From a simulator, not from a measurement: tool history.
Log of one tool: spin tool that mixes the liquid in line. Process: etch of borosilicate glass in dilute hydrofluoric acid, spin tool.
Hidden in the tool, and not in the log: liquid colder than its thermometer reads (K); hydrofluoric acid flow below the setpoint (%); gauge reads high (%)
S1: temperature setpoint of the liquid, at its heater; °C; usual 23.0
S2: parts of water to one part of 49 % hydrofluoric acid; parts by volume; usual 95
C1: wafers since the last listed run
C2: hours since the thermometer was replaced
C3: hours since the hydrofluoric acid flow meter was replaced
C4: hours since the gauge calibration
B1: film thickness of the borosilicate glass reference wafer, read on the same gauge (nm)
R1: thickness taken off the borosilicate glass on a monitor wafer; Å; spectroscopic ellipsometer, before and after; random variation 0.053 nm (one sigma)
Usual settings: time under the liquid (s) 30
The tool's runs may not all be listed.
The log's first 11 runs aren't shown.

{"run": 12, "day": 14.892, "S1": 23.0, "S2": 95, "time under the liquid (s)": 30, "C1": 263, "C2": 1196.4, "C3": 1597.1, "C4": 955.5, "B1": 110.01, "R1": 48.4}
{"day": 15.167, "done": "gauge calibrated"}
{"run": 13, "day": 15.621, "S1": 23.0, "S2": 95, "time under the liquid (s)": 30, "C1": 164, "C2": 1213.9, "C3": 1614.6, "C4": 10.9, "B1": 109.98, "R1": 47.4}
{"day": 16.583, "done": "thermometer replaced"}
{"run": 14, "day": 16.938, "S1": 23.0, "S2": 110, "time under the liquid (s)": 30, "C1": 287, "C2": 8.5, "C3": 1646.2, "C4": 42.5, "B1": 110.02, "R1": 39.5}
{"run": 15, "day": 17.558, "S1": 23.0, "S2": 110, "time under the liquid (s)": 30, "C1": 139, "C2": 23.4, "C3": 1661.1, "C4": 57.4, "B1": 110.0, "R1": 40.5}
{"day": 18.567, "done": "hydrofluoric acid flow meter replaced"}
{"run": 16, "day": 18.804, "S1": 27.5, "S2": 70, "time under the liquid (s)": 40, "C1": 271, "C2": 53.3, "C3": 5.7, "C4": 87.3, "B1": 109.98, "R1": 122.4}
{"run": 17, "day": 22.933, "S1": 23.0, "S2": 95, "time under the liquid (s)": 30, "C1": 929, "C2": 152.4, "C3": 104.8, "C4": 186.4, "B1": 110.01, "R1": 55.1}
{"run": 18, "day": 23.725, "S1": 18.0, "S2": 75, "time under the liquid (s)": 30, "C1": 178, "C2": 171.4, "C3": 123.8, "C4": 205.4, "B1": 110.05, "R1": 56.3}
{"run": 19, "day": 24.279, "S1": 23.0, "S2": 95, "time under the liquid (s)": 30, "C1": 124, "C2": 184.7, "C3": 137.1, "C4": 218.7, "B1": 110.03, "R1": 54.8}
{"run": 20, "day": 25.554, "S1": 23.0, "S2": 95, "time under the liquid (s)": 30, "C1": 287, "C2": 215.3, "C3": 167.7, "C4": 249.3, "B1": 110.02, "R1": 54.9}
{"run": 21, "day": 26.696, "S1": 24.5, "S2": 55, "time under the liquid (s)": 30, "C1": 257, "C2": 242.7, "C3": 195.1, "C4": 276.7, "B1": 110.02, "R1": 103.7}
{"run": 22, "day": 27.946, "S1": 21.0, "S2": 60, "time under the liquid (s)": 35, "C1": 281, "C2": 272.7, "C3": 225.1, "C4": 306.7, "B1": 109.97, "R1": 97.5}
{"run": 23, "day": 28.483, "S1": 26.5, "S2": 95, "time under the liquid (s)": 30, "C1": 121, "C2": 285.6, "C3": 238.0, "C4": 319.6, "B1": 110.01, "R1": 61.2}
{"run": 24, "day": 29.65, "S1": 18.0, "S2": 95, "time under the liquid (s)": 30, "C1": 262, "C2": 313.6, "C3": 266.0, "C4": 347.6, "B1": 110.04, "R1": 43.3}
{"run": 25, "day": 30.529, "S1": 23.0, "S2": 80, "time under the liquid (s)": 30, "C1": 197, "C2": 334.7, "C3": 287.1, "C4": 368.7, "B1": 109.96, "R1": 65.1}
{"run": 26, "day": 31.838, "S1": 20.0, "S2": 95, "time under the liquid (s)": 40, "C1": 294, "C2": 366.1, "C3": 318.5, "C4": 400.1, "B1": 110.01, "R1": 64.0}
{"run": 27, "day": 32.783, "S1": 23.0, "S2": 95, "time under the liquid (s)": 30, "C1": 212, "C2": 388.8, "C3": 341.2, "C4": 422.8, "B1": 110.01, "R1": 53.6}
{"run": 28, "day": 34.258, "S1": 21.0, "S2": 95, "time under the liquid (s)": 20, "C1": 332, "C2": 424.2, "C3": 376.6, "C4": 458.2, "B1": 110.01, "R1": 32.5}
{"run": 29, "day": 35.133, "S1": 23.0, "S2": 80, "time under the liquid (s)": 15, "C1": 197, "C2": 445.2, "C3": 397.6, "C4": 479.2, "B1": 110.03, "R1": 32.0}
{"run": 30, "day": 35.9, "S1": 23.0, "S2": 145, "time under the liquid (s)": 30, "C1": 172, "C2": 463.6, "C3": 416.0, "C4": 497.6, "B1": 110.03, "R1": 32.7}
{"run": 31, "day": 37.288, "S1": 23.0, "S2": 140, "time under the liquid (s)": 30, "C1": 312, "C2": 496.9, "C3": 449.3, "C4": 530.9, "B1": 110.01, "R1": 34.3}
{"run": 32, "day": 37.967, "S1": 26.0, "S2": 135, "time under the liquid (s)": 50, "C1": 152, "C2": 513.2, "C3": 465.6, "C4": 547.2, "B1": 110.0, "R1": 66.1}
{"run": 33, "day": 39.467, "S1": 23.0, "S2": 95, "time under the liquid (s)": 30, "C1": 337, "C2": 549.2, "C3": 501.6, "C4": 583.2, "B1": 110.03, "R1": 52.3}

4 ways to go on from here, each from the tool as it stands after run 33. What would each give?
{"run": "A", "day": 39.483, "S1": 23.0, "S2": 95, "time under the liquid (s)": 30, "C1": 3, "C2": 549.6, "C3": 502.0, "C4": 583.6, "B1": "?", "R1": "?"}
{"run": "B", "day": 39.483, "S1": 21.0, "S2": 50, "time under the liquid (s)": 50, "C1": 3, "C2": 549.6, "C3": 502.0, "C4": 583.6, "B1": "?", "R1": "?"}
{"run": "C", "day": 39.483, "S1": 19.0, "S2": 95, "time under the liquid (s)": 30, "C1": 3, "C2": 549.6, "C3": 502.0, "C4": 583.6, "B1": "?", "R1": "?"}
{"run": "D", "day": 39.483, "S1": 26.5, "S2": 95, "time under the liquid (s)": 50, "C1": 3, "C2": 549.6, "C3": 502.0, "C4": 583.6, "B1": "?", "R1": "?"}

run=A B1=110.03 R1=52.3
run=B B1=110.03 R1=161.4
run=C B1=110.03 R1=44.4
run=D B1=110.03 R1=100.0
Without the tool's hidden state the same runs would have given:
run=A R1=54.5
run=B R1=168.0
run=C R1=46.3
run=D R1=104.3
